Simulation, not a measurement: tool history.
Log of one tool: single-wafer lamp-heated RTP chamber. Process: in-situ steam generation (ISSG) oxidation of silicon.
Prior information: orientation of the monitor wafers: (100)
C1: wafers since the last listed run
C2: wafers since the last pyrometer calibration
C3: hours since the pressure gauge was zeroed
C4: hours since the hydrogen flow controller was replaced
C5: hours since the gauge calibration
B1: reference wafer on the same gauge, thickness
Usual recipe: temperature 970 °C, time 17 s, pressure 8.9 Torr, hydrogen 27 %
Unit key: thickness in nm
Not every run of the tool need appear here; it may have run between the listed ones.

Run 1, hour 0.0: usual settings but pressure 8.2 Torr; C1 0; C2 4144; C3 2881.5; C4 5560.0; C5 329.4; B1 5.103. Result: thickness 4.937 nm.
Run 2, hour 76.7: usual settings; C1 1016; C2 5160; C3 2958.2; C4 5636.7; C5 406.1; B1 5.103. Result: thickness 4.932 nm.
Run 3, hour 106.7: usual settings; C1 397; C2 5558; C3 2988.2; C4 5666.7; C5 436.1; B1 5.096. Result: thickness 4.992 nm.
Run 4, hour 146.0: usual settings; C1 520; C2 6078; C3 3027.5; C4 5706.0; C5 475.4; B1 5.099. Result: thickness 4.988 nm.
Run 5, hour 177.1: usual settings; C1 412; C2 6490; C3 3058.6; C4 5737.1; C5 506.5; B1 5.095. Result: thickness 5.025 nm.
At hour 187.2: pyrometer window cleaned and pyrometer calibrated.
Run 6, hour 213.1: usual settings; C1 370; C2 342; C3 3094.6; C4 5773.1; C5 542.5; B1 5.105. Result: thickness 4.778 nm.
Run 7, hour 281.5: usual settings but temperature 957 °C, hydrogen 22 %; C1 906; C2 1248; C3 3163.0; C4 5841.5; C5 610.9; B1 5.104. Result: thickness 4.407 nm.
Run 8, hour 308.4: usual settings; C1 356; C2 1605; C3 3189.9; C4 5868.4; C5 637.8; B1 5.097. Result: thickness 4.794 nm.
Run 9, hour 358.5: usual settings; C1 663; C2 2269; C3 3240.0; C4 5918.5; C5 687.9; B1 5.097. Result: thickness 4.837 nm.
Run 10, hour 404.1: usual settings but hydrogen 22 %; C1 604; C2 2873; C3 3285.6; C4 5964.1; C5 733.5; B1 5.101. Result: thickness 4.595 nm.
Run 11, hour 434.1: usual settings; C1 397; C2 3270; C3 3315.6; C4 5994.1; C5 763.5; B1 5.104. Result: thickness 4.842 nm.
At hour 446.8: pressure gauge zeroed.
At hour 463.2: hydrogen flow controller replaced.
Run 12, hour 494.8: usual settings but pressure 9.8 Torr; C1 592; C2 3862; C3 48.0; C4 31.6; C5 824.2; B1 5.107. Result: thickness 4.802 nm.
Run 13, hour 558.3: usual settings but pressure 9.8 Torr; C1 841; C2 4703; C3 111.5; C4 95.1; C5 887.7; B1 5.106. Result: thickness 4.830 nm.
Run 14, hour 589.2: usual settings; C1 409; C2 5113; C3 142.4; C4 126.0; C5 918.6; B1 5.096. Result: thickness 4.907 nm.
At hour 622.9: pyrometer window cleaned and pyrometer calibrated.
Run 15, hour 649.6: usual settings but time 11 s, hydrogen 32 %; C1 694; C2 353; C3 202.8; C4 186.4; C5 979.0; B1 5.100. Result: thickness 4.254 nm.
Run 16, hour 817.1: usual settings but temperature 980 °C, time 23 s, pressure 8.3 Torr; C1 2219; C2 2572; C3 370.3; C4 353.9; C5 1146.5; B1 5.099. Result: thickness 5.706 nm.
Run 17, hour 857.4: usual settings but temperature 987 °C, time 23 s, pressure 9.5 Torr, hydrogen 31 %; C1 533; C2 3106; C3 410.6; C4 394.2; C5 1186.8; B1 5.098. Result: thickness 5.999 nm.
Run 18, hour 908.5: usual settings but temperature 952 °C, pressure 9.5 Torr, hydrogen 31 %; C1 676; C2 3783; C3 461.7; C4 445.3; C5 1237.9; B1 5.102. Result: thickness 4.709 nm.
Run 19, hour 933.4: usual settings; C1 329; C2 4113; C3 486.6; C4 470.2; C5 1262.8; B1 5.111. Result: thickness 4.898 nm.
At hour 935.3: gauge calibrated.
Run 20, hour 1000.7: usual settings; C1 891; C2 5004; C3 553.9; C4 537.5; C5 65.4; B1 5.100. Result: thickness 4.937 nm.
Run 21, hour 1064.1: usual settings; C1 839; C2 5844; C3 617.3; C4 600.9; C5 128.8; B1 5.103. Result: thickness 4.993 nm.
At hour 1099.8: pyrometer window cleaned and pyrometer calibrated.
Run 22, hour 1101.0: usual settings but temperature 979 °C, time 24 s, pressure 10.2 Torr, hydrogen 32 %; C1 382; C2 15; C3 654.2; C4 637.8; C5 165.7; B1 5.101. Result: thickness 5.859 nm.
Run 23, hour 1126.7: usual settings; C1 340; C2 355; C3 679.9; C4 663.5; C5 191.4; B1 5.099. Result: thickness 4.835 nm.
Run 24, hour 1176.5: usual settings but temperature 988 °C; C1 659; C2 1015; C3 729.7; C4 713.3; C5 241.2; B1 5.097. Result: thickness 5.168 nm.
Run 25, hour 1219.3: usual settings but pressure 8.0 Torr; C1 567; C2 1582; C3 772.5; C4 756.1; C5 284.0; B1 5.098. Result: thickness 4.917 nm.
Run 26, hour 1268.0: usual settings but time 23 s, pressure 10.0 Torr, hydrogen 32 %; C1 645; C2 2227; C3 821.2; C4 804.8; C5 332.7; B1 5.101. Result: thickness 5.638 nm.

Hidden state, per run?
true pressure minus gauge reading, Torr: 0 across all the runs
deviation of the hydrogen flow from its setpoint, %: 0 across all the runs
gauge reads high (%): 0 across all the runs
H1: true wafer temperature minus pyrometer reading, K
run      H1
  1    6.91
  2    9.72
  3      11
  4    12.8
  5    14.3
  6  0.0592
  7   0.488
  8    0.79
  9    1.55
 10    2.48
 11     3.2
 12    4.95
 13     7.2
 14    8.45
 15   0.243
 16    2.17
 17    3.07
 18    4.46
 19    5.23
 20    7.64
 21    10.4
 22    1.42
 23    1.46
 24    1.73
 25    2.17
 26     2.9
